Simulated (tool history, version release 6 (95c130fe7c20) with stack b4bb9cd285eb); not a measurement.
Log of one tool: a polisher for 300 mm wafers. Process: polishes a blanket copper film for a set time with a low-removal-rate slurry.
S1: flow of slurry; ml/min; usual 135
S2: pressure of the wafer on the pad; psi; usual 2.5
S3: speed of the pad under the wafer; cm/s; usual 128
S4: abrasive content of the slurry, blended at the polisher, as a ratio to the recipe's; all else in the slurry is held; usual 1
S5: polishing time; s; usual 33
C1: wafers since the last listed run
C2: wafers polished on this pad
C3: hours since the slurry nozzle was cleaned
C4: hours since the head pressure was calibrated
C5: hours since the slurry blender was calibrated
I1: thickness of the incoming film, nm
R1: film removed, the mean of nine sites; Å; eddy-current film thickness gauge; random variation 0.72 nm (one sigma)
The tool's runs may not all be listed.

Run 1, day 0: usual settings; C1 0; C2 4495; C3 428.7; C4 492.9; C5 225.9; I1 1139.5. Result: R1 945 Å.
Run 2, day 3.279: usual settings; C1 971; C2 5467; C3 507.4; C4 571.6; C5 304.6; I1 1136.2. Result: R1 930 Å.
Run 3, day 5.175: usual settings; C1 561; C2 6028; C3 552.9; C4 617.1; C5 350.1; I1 1143.8. Result: R1 934 Å.
At day 6.962: worn pad replaced by a new one.
At day 7.004: slurry nozzle cleaned.
Run 4, day 7.025: usual settings but S5 40 s; C1 486; C2 6; C3 0.5; C4 661.5; C5 394.5; I1 1135.7. Result: R1 1132 Å.
Run 5, day 9.767: usual settings; C1 812; C2 818; C3 66.3; C4 727.3; C5 460.3; I1 1119. Result: R1 941 Å.
Run 6, day 13.621: usual settings; C1 1141; C2 1960; C3 158.8; C4 819.8; C5 552.8; I1 1136.9. Result: R1 952 Å.
At day 15.108: head pressure recalibrated.
Run 7, day 16.742: usual settings; C1 899; C2 2859; C3 233.7; C4 39.2; C5 627.7; I1 1132.4. Result: R1 891 Å.
At day 17.125: slurry blender recalibrated.
Run 8, day 20.692: usual settings but S4 1.15; C1 1145; C2 4005; C3 328.5; C4 134; C5 85.6; I1 1128.3. Result: R1 941 Å.
Run 9, day 24.154: usual settings; C1 1025; C2 5030; C3 411.6; C4 217.1; C5 168.7; I1 1125.9. Result: R1 922 Å.
Run 10, day 27.758: usual settings; C1 1067; C2 6098; C3 498.1; C4 303.6; C5 255.2; I1 1129.9. Result: R1 914 Å.
Run 11, day 30.504: usual settings; C1 813; C2 6911; C3 564; C4 369.5; C5 321.1; I1 1136.1. Result: R1 898 Å.
At day 32.921: worn pad replaced by a new one.
At day 33.421: slurry nozzle cleaned.
Run 12, day 34.638: usual settings but S3 112 cm/s; C1 1162; C2 495; C3 29.2; C4 468.7; C5 420.3; I1 1143.4. Result: R1 793 Å.
Run 13, day 38.496: usual settings but S5 44 s; C1 1142; C2 1638; C3 121.8; C4 561.3; C5 512.9; I1 1135.7. Result: R1 1225 Å.
At day 39.421: slurry blender recalibrated.
Run 14, day 40.888: usual settings but S2 1.6 psi, S3 98 cm/s; C1 683; C2 2322; C3 179.2; C4 618.7; C5 35.2; I1 1148.7. Result: R1 495 Å.
At day 42.104: head pressure recalibrated.
Run 15, day 44.983: usual settings; C1 1188; C2 3511; C3 277.5; C4 69.1; C5 133.5; I1 1126.3. Result: R1 909 Å.
Run 16, day 53.321: usual settings; C1 2469; C2 5980; C3 477.6; C4 269.2; C5 333.6; I1 1147.6. Result: R1 918 Å.
At day 56.533: worn pad replaced by a new one.
Run 17, day 57.008: usual settings; C1 1042; C2 141; C3 566.1; C4 357.7; C5 422.1; I1 1121.5. Result: R1 900 Å.
At day 57.171: slurry nozzle cleaned.
Run 18, day 60.783: usual settings; C1 1105; C2 1247; C3 86.7; C4 448.3; C5 512.7; I1 1127.4. Result: R1 917 Å.
At day 63.3: slurry blender recalibrated.
Run 19, day 66.988: usual settings; C1 1813; C2 3060; C3 235.6; C4 597.2; C5 88.5; I1 1133.4. Result: R1 947 Å.
Run 20, day 71.071: usual settings but S4 1.1; C1 1209; C2 4269; C3 333.6; C4 695.2; C5 186.5; I1 1132.2. Result: R1 973 Å.
Run 21, day 72.783: usual settings but S2 3.1 psi, S5 38 s; C1 507; C2 4776; C3 374.7; C4 736.3; C5 227.6; I1 1154.3. Result: R1 1365 Å.
At day 73.942: head pressure recalibrated.
Run 22, day 74.933: usual settings; C1 612; C2 5389; C3 426.3; C4 23.8; C5 279.2; I1 1146.8. Result: R1 891 Å.
Run 23, day 76.629: usual settings but S3 158 cm/s, S4 1.2, S5 37 s; C1 502; C2 5891; C3 467; C4 64.5; C5 319.9; I1 1114.1. Result: R1 1245 Å.
Run 24, day 78.167: usual settings but S2 3.2 psi, S5 27 s; C1 455; C2 6346; C3 503.9; C4 101.4; C5 356.8; I1 1144.2. Result: R1 924 Å.
At day 80.175: slurry nozzle cleaned.
At day 80.188: worn pad replaced by a new one.
At day 89.488: slurry blender recalibrated.
Run 25, day 90.512: usual settings but S1 100 ml/min, S2 2.1 psi, S3 156 cm/s; C1 3615; C2 3033; C3 248.1; C4 397.7; C5 24.6; I1 1127.4. Result: R1 903 Å.
Run 26, day 92.7: usual settings but S4 1.2; C1 647; C2 3681; C3 300.6; C4 450.2; C5 77.1; I1 1131.8. Result: R1 960 Å.
Run 27, day 95.654: usual settings but S1 120 ml/min, S3 106 cm/s, S4 1.2, S5 29 s; C1 875; C2 4556; C3 371.5; C4 521.1; C5 148; I1 1123.7. Result: R1 674 Å.
Run 28, day 98.179: usual settings but S2 3.2 psi; C1 747; C2 5304; C3 432.1; C4 581.7; C5 208.6; I1 1132.5. Result: R1 1182 Å.
Run 29, day 100.733: usual settings but S1 115 ml/min, S2 3.1 psi, S3 150 cm/s; C1 756; C2 6060; C3 493.4; C4 643; C5 269.9; I1 1139.9. Result: R1 1305 Å.

Forecast each of these 5 alternatives for the next run:
Run A, day 100.75: usual settings; C1 4; C2 6065; C3 493.8; C4 643.4; C5 270.3; I1 1128.8. Result: R1 ?.
Run B, day 100.75: usual settings but S1 95 ml/min, S5 23 s; C1 4; C2 6065; C3 493.8; C4 643.4; C5 270.3; I1 1128.8. Result: R1 ?.
Run C, day 100.75: usual settings but S3 86 cm/s, S4 1.3, S5 27 s; C1 4; C2 6065; C3 493.8; C4 643.4; C5 270.3; I1 1128.8. Result: R1 ?.
Run D, day 100.75: usual settings but S1 165 ml/min, S4 1.25, S5 42 s; C1 4; C2 6065; C3 493.8; C4 643.4; C5 270.3; I1 1128.8. Result: R1 ?.
Run E, day 100.75: usual settings but S2 1.7 psi, S3 92 cm/s, S4 1.1; C1 4; C2 6065; C3 493.8; C4 643.4; C5 270.3; I1 1128.8. Result: R1 ?.

run    R1
  A   943
  B   600
  C   539
  D  1287
  E   482
Without the tool's hidden state the same runs would have given:
run    R1
  A   941
  B   599
  C   538
  D  1285
  E   481
